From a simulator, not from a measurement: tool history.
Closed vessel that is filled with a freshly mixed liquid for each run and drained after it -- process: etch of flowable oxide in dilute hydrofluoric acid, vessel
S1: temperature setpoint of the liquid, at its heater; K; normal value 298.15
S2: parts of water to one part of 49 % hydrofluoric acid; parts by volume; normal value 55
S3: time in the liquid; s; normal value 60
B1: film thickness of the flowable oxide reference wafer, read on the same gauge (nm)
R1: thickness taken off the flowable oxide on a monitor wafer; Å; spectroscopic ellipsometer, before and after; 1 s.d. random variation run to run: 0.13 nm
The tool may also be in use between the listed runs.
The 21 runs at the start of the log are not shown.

| run | hour | S1 | S2 | S3 | B1 | R1 |
|---|---|---|---|---|---|---|
| 22 | 289.9 | 294.65 | 40 | 60 | 60.01 | 344.7 |
| 23 | 298.1 | 298.15 | 55 | 60 | 59.99 | 285.1 |
|  | 311.4 | thermometer replaced |
| 24 | 311.9 | 301.15 | 25 | 70 | 60.01 | 956.8 |
|  | 321.4 | hydrofluoric acid flow meter replaced |
| 25 | 325.3 | 303.15 | 80 | 60 | 60.05 | 243.7 |
| 26 | 375 | 293.15 | 80 | 40 | 60 | 108.6 |
| 27 | 385.8 | 298.15 | 55 | 60 | 59.97 | 303.6 |
| 28 | 399.5 | 298.15 | 55 | 60 | 59.98 | 301.1 |
| 29 | 405.7 | 300.65 | 70 | 45 | 60.04 | 194 |
| 30 | 422.2 | 298.15 | 80 | 40 | 60.03 | 133.9 |
| 31 | 435.2 | 303.15 | 55 | 60 | 59.97 | 370.5 |
| 32 | 441.4 | 298.15 | 55 | 60 | 60 | 302.1 |
| 33 | 458.8 | 295.65 | 80 | 80 | 59.99 | 242.6 |

Here are 5 independent what-if runs from the current tool condition. What would each one return?
| A | 459.5 | 298.15 | 55 | 60 | ? | ? |
| B | 459.5 | 293.15 | 40 | 90 | ? | ? |
| C | 459.5 | 295.65 | 55 | 50 | ? | ? |
| D | 459.5 | 294.15 | 55 | 30 | ? | ? |
| E | 459.5 | 298.15 | 30 | 60 | ? | ? |

| run | B1 | R1 |
|---|---|---|
| A | 60 | 300.2 |
| B | 60 | 511.6 |
| C | 60 | 225.6 |
| D | 60 | 127.1 |
| E | 60 | 569.1 |
Without the tool's hidden state the same runs would have given:
| run | R1 |
|---|---|
| A | 303.5 |
| B | 517.9 |
| C | 228.2 |
| D | 128.6 |
| E | 575.8 |
